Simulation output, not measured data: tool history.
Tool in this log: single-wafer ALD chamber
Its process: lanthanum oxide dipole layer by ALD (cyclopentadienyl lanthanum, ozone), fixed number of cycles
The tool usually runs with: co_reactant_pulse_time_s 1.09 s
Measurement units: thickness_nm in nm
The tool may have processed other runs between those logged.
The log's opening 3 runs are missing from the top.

run,hour,co_reactant_pulse_time_s,"read-back reference wafer on the same gauge, thickness_nm",thickness_nm
4,442.9,1.28,0.631,0.550
# hour 478.9: ozone generator serviced
5,499.7,1.28,0.633,0.553
# hour 526.8: thermocouple changed; heater temperature recalibrated
6,559.7,0.99,0.632,0.514
7,597.3,0.85,0.632,0.477
8,645.4,0.85,0.632,0.480
9,729.6,1.09,0.632,0.530
10,791.0,1.09,0.632,0.528
11,856.2,1.09,0.633,0.530
12,924.2,1.09,0.634,0.526
13,985.6,1.09,0.633,0.531
# hour 1122.8: showerhead replaced
14,1265.6,0.88,0.633,0.491
# hour 1311.5: ozone generator serviced
15,1362.8,1.09,0.634,0.534
16,1469.4,0.91,0.635,0.497
17,1506.8,0.94,0.635,0.504
# hour 1530.4: thermocouple changed; heater temperature recalibrated
18,1550.8,0.73,0.634,0.448
19,1601.1,1.09,0.636,0.530

Run 20 comes next. What will it give?
20,1691.9,1.51,?,?

read-back reference wafer on the same gauge, thickness_nm: 0.634
thickness_nm: 0.571 nm
With no hidden state in the tool, this same run would have given thickness_nm 0.560 nm.
